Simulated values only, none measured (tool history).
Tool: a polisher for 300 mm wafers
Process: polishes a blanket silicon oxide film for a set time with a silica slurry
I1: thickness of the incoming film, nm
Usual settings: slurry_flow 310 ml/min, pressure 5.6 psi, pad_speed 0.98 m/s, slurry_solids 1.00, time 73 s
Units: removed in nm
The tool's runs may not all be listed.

Run 1, day 0.000: usual settings but slurry_solids 1.20; I1 960.6. Result: removed 364.0 nm.
At day 0.829: slurry blender recalibrated.
Run 2, day 2.679: usual settings but slurry_solids 1.20; I1 974.9. Result: removed 367.4 nm.
At day 3.225: conditioning disc replaced and pad reconditioned.
At day 3.883: head pressure recalibrated.
Run 3, day 4.092: usual settings but time 63 s; I1 984.7. Result: removed 294.1 nm.
Run 4, day 6.854: usual settings; I1 993.9. Result: removed 339.9 nm.
At day 7.396: worn pad replaced by a new one.
At day 8.462: slurry blender recalibrated.
Run 5, day 8.971: usual settings; I1 993.0. Result: removed 338.1 nm.
Run 6, day 10.142: usual settings; I1 986.3. Result: removed 334.8 nm.
Run 7, day 12.658: usual settings; I1 993.2. Result: removed 337.1 nm.
At day 14.238: slurry nozzle cleaned.
At day 15.029: slurry blender recalibrated.
At day 15.583: worn pad replaced by a new one.
Run 8, day 15.608: usual settings but pad_speed 0.64 m/s, time 81 s; I1 974.5. Result: removed 282.1 nm.
Run 9, day 18.521: usual settings but slurry_flow 350 ml/min, pressure 7.5 psi, slurry_solids 1.20; I1 966.1. Result: removed 459.9 nm.
Run 10, day 20.779: usual settings but pad_speed 0.70 m/s, slurry_solids 1.15; I1 967.1. Result: removed 279.8 nm.
At day 22.871: slurry blender recalibrated.
Run 11, day 23.083: usual settings but slurry_flow 405 ml/min, pressure 6.3 psi; I1 966.9. Result: removed 380.0 nm.
At day 23.267: worn pad replaced by a new one.
Run 12, day 24.196: usual settings but slurry_flow 210 ml/min, pressure 4.4 psi, time 98 s; I1 970.5. Result: removed 375.1 nm.
At day 24.675: head pressure recalibrated.
Run 13, day 25.800: usual settings but slurry_flow 415 ml/min, pad_speed 0.66 m/s, time 48 s; I1 981.8. Result: removed 171.5 nm.
Run 14, day 28.454: usual settings but slurry_flow 355 ml/min; I1 971.6. Result: removed 344.7 nm.
At day 28.812: conditioning disc replaced and pad reconditioned.
At day 29.462: slurry blender recalibrated.
At day 30.438: worn pad replaced by a new one.
At day 36.950: slurry blender recalibrated.
Run 15, day 36.971: usual settings; I1 994.1. Result: removed 336.6 nm.

3 ways to go on from here, each from the tool as it stands after run 15. What would each give?
Run A, day 36.992: usual settings but pad_speed 1.20 m/s; I1 975.5. Result: removed ?.
Run B, day 36.992: usual settings but slurry_flow 250 ml/min, pressure 6.3 psi, pad_speed 1.28 m/s, time 63 s; I1 975.5. Result: removed ?.
Run C, day 36.992: usual settings but pressure 7.3 psi; I1 975.5. Result: removed ?.

run  removed
  A    401.1
  B    391.7
  C    421.6
Without the tool's hidden state the same runs would have given:
run  removed
  A    410.3
  B    401.8
  C    431.3
